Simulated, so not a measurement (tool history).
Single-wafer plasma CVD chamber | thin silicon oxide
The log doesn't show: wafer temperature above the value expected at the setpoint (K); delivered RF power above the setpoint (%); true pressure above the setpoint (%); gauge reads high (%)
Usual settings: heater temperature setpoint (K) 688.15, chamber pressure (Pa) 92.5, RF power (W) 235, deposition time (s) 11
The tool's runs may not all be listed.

run	hour	heater temperature setpoint (K)	chamber pressure (Pa)	RF power (W)	deposition time (s)	wafers since the last listed run	hours since the last thermocouple change	hours since the last RF generator calibration	hours since the last manometer calibration	hours since the showerhead was replaced	hours since the gauge calibration	read-back reference wafer on the same gauge, thickness_nm	mean film thickness on the monitor wafer (nm)
1	0	688.15	83.6	235	11	0	1271.6	1430.6	2945.7	3154.7	98.8	12.199	12.565
2	14	688.15	92.5	235	11	267	1285.6	1444.6	2959.7	3168.7	112.8	12.196	13.941
3	20.1	688.15	92.5	235	11	116	1291.7	1450.7	2965.8	3174.8	118.9	12.204	13.953
4	26.2	688.15	92.5	235	11	116	1297.8	1456.8	2971.9	3180.9	125	12.198	13.936
5	34.6	688.15	92.5	235	11	160	1306.2	1465.2	2980.3	3189.3	133.4	12.198	13.948
6	40.9	688.15	92.5	235	11	120	1312.5	1471.5	2986.6	3195.6	139.7	12.2	13.909
7	55.8	688.15	92.5	235	11	284	1327.4	1486.4	3001.5	3210.5	154.6	12.204	13.904
# hour 98: RF generator calibrated
# hour 99.7: thermocouple changed; heater temperature recalibrated
8	100.8	688.15	92.5	235	11	673	1.1	2.8	3046.5	3255.5	199.6	12.198	14.351
# hour 106.5: gauge calibrated
9	117	688.15	92.5	235	11	309	17.3	19	3062.7	3271.7	10.5	12.202	14.411
# hour 129.2: capacitance manometer re-zeroed and calibrated
10	129.7	688.15	92.5	235	11	89	30	31.7	0.5	3284.4	23.2	12.194	14.42
11	145.2	688.15	92.5	235	11	295	45.5	47.2	16	3299.9	38.7	12.197	14.361
12	154.4	699.15	92.5	190	9.5	175	54.7	56.4	25.2	3309.1	47.9	12.201	11.285
13	168.2	688.15	92.5	235	11	263	68.5	70.2	39	3322.9	61.7	12.198	14.398
# hour 186.3: showerhead replaced, of another model than before
14	191.9	688.15	78.9	245	10.2	299	92.2	93.9	62.7	5.6	85.4	12.203	12.364
15	205	683.15	69.7	235	12.3	250	105.3	107	75.8	18.7	98.5	12.201	13.5
16	213.1	688.15	92.5	250	11	154	113.4	115.1	83.9	26.8	106.6	12.197	14.94
17	228	674.15	92.5	260	11	284	128.3	130	98.8	41.7	121.5	12.197	15.435
18	259.2	688.15	114.7	200	12.6	595	159.5	161.2	130	72.9	152.7	12.197	16.553
19	270.2	688.15	92.5	215	9.5	209	170.5	172.2	141	83.9	163.7	12.2	11.569
20	278.7	688.15	92.5	235	11	162	179	180.7	149.5	92.4	172.2	12.199	14.298
# hour 284.1: gauge calibrated
21	286.2	688.15	77.1	260	11	143	186.5	188.2	157	99.9	2.1	12.204	13.638
22	301.1	674.15	79.6	275	13	284	201.4	203.1	171.9	114.8	17	12.195	17.107
23	317	688.15	92.5	235	11	303	217.3	219	187.8	130.7	32.9	12.205	14.272

4 ways to go on from here, each from the tool as it stands after run 23. What would each give?
A	317.4	688.15	92.5	235	11	7	217.7	219.4	188.2	131.1	33.3	?	?
B	317.4	688.15	110.4	235	11	7	217.7	219.4	188.2	131.1	33.3	?	?
C	317.4	688.15	73.3	270	13.1	7	217.7	219.4	188.2	131.1	33.3	?	?
D	317.4	693.15	92.5	235	11	7	217.7	219.4	188.2	131.1	33.3	?	?

run	read-back reference wafer on the same gauge, thickness_nm	mean film thickness on the monitor wafer (nm)
A	12.196	14.225
B	12.196	15.894
C	12.196	16.061
D	12.196	14.174
Without the tool's hidden state the same runs would have given:
run	mean film thickness on the monitor wafer (nm)
A	14.423
B	16.115
C	16.262
D	14.371
